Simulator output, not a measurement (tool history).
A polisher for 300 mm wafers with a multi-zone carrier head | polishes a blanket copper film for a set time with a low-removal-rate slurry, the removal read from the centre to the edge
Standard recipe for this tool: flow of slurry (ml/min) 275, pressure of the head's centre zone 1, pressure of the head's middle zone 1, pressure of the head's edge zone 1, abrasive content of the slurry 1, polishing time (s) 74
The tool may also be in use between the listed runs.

| run | hour | flow of slurry (ml/min) | pressure of the head's centre zone | pressure of the head's middle zone | pressure of the head's edge zone | abrasive content of the slurry | polishing time (s) | incoming thickness of the incoming film, nm | film removed at the wafer's centre (nm) | film removed at mid-radius (nm) | film removed at the wafer's edge (nm) |
|---|---|---|---|---|---|---|---|---|---|---|---|
| 1 | 0 | 325 | 1 | 1 | 1 | 1 | 74 | 1433 | 216.9 | 224.6 | 217.8 |
| 2 | 65.3 | 325 | 1 | 1 | 1 | 1 | 74 | 1419.5 | 217.4 | 221.1 | 218 |
|  | 84.6 | worn pad replaced by a new one |
| 3 | 112.5 | 325 | 1 | 1 | 1 | 1 | 74 | 1446.8 | 223.3 | 224.7 | 223.7 |
|  | 230.5 | slurry nozzle cleaned |
| 4 | 251.4 | 275 | 1 | 1 | 1 | 1 | 74 | 1458.4 | 213.1 | 217.8 | 218.7 |
| 5 | 299.5 | 275 | 1 | 1 | 1 | 1 | 74 | 1429.2 | 211.9 | 220 | 219.4 |
|  | 328.7 | worn pad replaced by a new one |
| 6 | 329.8 | 275 | 1 | 1 | 1 | 1 | 74 | 1466.1 | 220.2 | 228 | 222.3 |
|  | 374.4 | carrier head's membrane replaced by a new one |
| 7 | 386.6 | 275 | 1 | 1 | 1 | 1 | 74 | 1455.1 | 214.1 | 222.2 | 219.5 |
| 8 | 446.8 | 275 | 1 | 1 | 1 | 1 | 74 | 1436.8 | 208.8 | 221.3 | 215.6 |
|  | 467.8 | slurry nozzle cleaned |
| 9 | 512 | 215 | 1 | 1 | 0.96 | 1 | 74 | 1440.1 | 202.7 | 211.8 | 201.2 |
|  | 545.4 | worn pad replaced by a new one |
| 10 | 579.8 | 275 | 1 | 1 | 0.97 | 1 | 74 | 1431.6 | 220.3 | 224.7 | 219 |
|  | 609.2 | edge zone pressure recalibrated |
| 11 | 647.8 | 275 | 1 | 1 | 1 | 1 | 74 | 1415.4 | 213.8 | 221 | 212.5 |
|  | 703.8 | slurry nozzle cleaned |
| 12 | 716.1 | 275 | 1.12 | 0.94 | 1 | 0.9 | 74 | 1447.2 | 228.5 | 199.8 | 201.7 |
|  | 719.6 | centre zone pressure recalibrated |
|  | 743.9 | worn pad replaced by a new one |
| 13 | 758.2 | 275 | 1 | 1 | 0.93 | 1 | 74 | 1446.6 | 219.1 | 228.6 | 212.7 |
| 14 | 830.1 | 345 | 1 | 1 | 1 | 1 | 98 | 1457.3 | 286.8 | 300.5 | 288.3 |
| 15 | 901 | 275 | 0.93 | 1 | 1 | 0.75 | 74 | 1473.2 | 177 | 195.6 | 191.2 |
| 16 | 961.8 | 325 | 0.88 | 1 | 1 | 1 | 66 | 1434.1 | 169.3 | 199.3 | 194.5 |
|  | 973 | worn pad replaced by a new one |
| 17 | 987.9 | 350 | 1.07 | 1.07 | 0.97 | 1 | 74 | 1440.5 | 242.9 | 246.1 | 220.4 |
|  | 993.3 | slurry nozzle cleaned |
| 18 | 1012.5 | 275 | 1 | 1.04 | 0.88 | 1.2 | 74 | 1440.1 | 231.9 | 244.1 | 217.4 |
| 19 | 1075.5 | 275 | 0.94 | 1 | 1 | 1 | 74 | 1438.7 | 200.8 | 218.3 | 220.2 |
| 20 | 1117.1 | 275 | 1 | 1 | 1 | 1 | 74 | 1433.8 | 216.2 | 220.4 | 215.8 |

List, for all runs, the conditions of the tool that the log does not record:
slurry flow missing at the pad, %: 0 in every run
deviation of the centre zone's pressure from its setpoint, %: 0 in every run
deviation of the edge zone's pressure from its setpoint, %: 0 in every run
H1: removal rate lost through wear of the pad, %
| run | H1 |
|---|---|
| 1 | 4.64 |
| 2 | 4.96 |
| 3 | 1.51 |
| 4 | 4.32 |
| 5 | 4.57 |
| 6 | 0.738 |
| 7 | 3.28 |
| 8 | 4.51 |
| 9 | 5.09 |
| 10 | 1.95 |
| 11 | 3.77 |
| 12 | 4.51 |
| 13 | 0.969 |
| 14 | 3.44 |
| 15 | 4.37 |
| 16 | 4.7 |
| 17 | 0.954 |
| 18 | 2.07 |
| 19 | 3.69 |
| 20 | 4.21 |
